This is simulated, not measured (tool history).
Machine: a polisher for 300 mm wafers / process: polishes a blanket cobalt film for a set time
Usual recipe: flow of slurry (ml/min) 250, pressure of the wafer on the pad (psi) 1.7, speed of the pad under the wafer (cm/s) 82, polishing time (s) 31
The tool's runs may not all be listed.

run    hour  flow of slurry (ml/min)  pressure of the wafer on the pad (psi)  speed of the pad under the wafer (cm/s)  polishing time (s)  wafers since the last listed run  wafers polished on this pad  hours since the slurry nozzle was cleaned  hours since the head pressure was calibrated  incoming thickness of the incoming film, nm  film removed (Å)
  1       0                      250                                     1.3                                      104                  31                                 0                         1259                                      584.8                                         366.6                                        771.5              1147
       41.7  -- slurry nozzle cleaned
  2    67.4                      250                                     1.3                                      104                  31                               660                         1919                                       25.7                                           434                                        765.7              1121
  3   170.3                      250                                     1.7                                       82                  31                              1023                         2943                                      128.6                                         536.9                                        746.2              1156
  4   211.4                      250                                     1.7                                       92                  31                               408                         3352                                      169.7                                           578                                          753              1266
  5   317.5                      250                                     1.7                                       92                  31                              1055                         4407                                      275.8                                         684.1                                        749.8              1244
        356  -- worn pad replaced by a new one
  6   387.2                      250                                     1.7                                       92                  31                               653                          310                                      345.5                                         753.8                                        765.8              1337
      409.2  -- head pressure recalibrated
  7   459.2                      250                                     1.7                                       82                  31                               696                         1006                                      417.5                                            50                                        756.6              1119
  8   557.2                      250                                     1.7                                       82                  31                               974                         1981                                      515.5                                           148                                        756.2              1132
      564.8  -- slurry nozzle cleaned
  9   617.1                      215                                     1.3                                       82                  31                               585                         2567                                       52.3                                         207.9                                        761.5               847
 10   710.1                      250                                     1.7                                       82                  25                               925                         3493                                      145.3                                         300.9                                        772.9               887
 11   817.3                      250                                     1.7                                       82                  25                              1066                         4559                                      252.5                                         408.1                                        760.9               875
 12   894.9                      250                                     1.7                                       82                  25                               772                         5331                                      330.1                                         485.7                                        759.1               837
        949  -- worn pad replaced by a new one
 13   949.5                      250                                     1.7                                       82                  35                               503                            4                                      384.7                                         540.3                                        771.4              1365
 14  1022.3                      250                                     1.7                                       82                  35                               724                          728                                      457.5                                         613.1                                        757.7              1340
 15  1097.2                      250                                     1.7                                       82                  35                               745                         1473                                      532.4                                           688                                        775.5              1334
     1114.5  -- slurry nozzle cleaned
 16  1166.6                      250                                     1.4                                       82                  31                               680                         2154                                       52.1                                         757.4                                        775.8               977
 17  1234.5                      250                                     1.7                                       82                  31                               675                         2829                                        120                                         825.3                                        757.3              1182
     1261.2  -- head pressure recalibrated
 18  1335.1                      250                                     2.3                                       82                  31                               980                         3810                                      220.6                                          73.9                                        765.7              1471
 19  1394.1                      250                                     2.1                                       82                  40                               586                         4397                                      279.6                                         132.9                                        756.4              1701
 20  1460.5                      220                                     2.2                                       82                  31                               660                         5058                                        346                                         199.3                                        756.2              1337
     1501.2  -- worn pad replaced by a new one
 21  1531.6                      250                                       2                                       82                  25                               667                          302                                      417.1                                         270.4                                        755.6              1109
 22  1603.4                      205                                       2                                       82                  31                               714                         1017                                      488.9                                         342.2                                        771.3              1334
     1697.9  -- slurry nozzle cleaned
 23  1698.9                      170                                     2.2                                      110                  22                               940                         1957                                          1                                         437.7                                        770.1              1360
 24  1796.1                      190                                     1.7                                       82                  23                               967                         2924                                       98.2                                         534.9                                        763.4               834

Run 25, settings as shown, results not yet in. Your forecast:
 25  1868.9                      250                                     1.7                                       82                  35                               724                         3648                                        171                                         607.7                                        749.5                 ?

{"run 25": {"film removed (Å)": 1278}}
Take away the tool's hidden state, keep the run-to-run variation as it was, and the same run would have given film removed (Å) 1308.
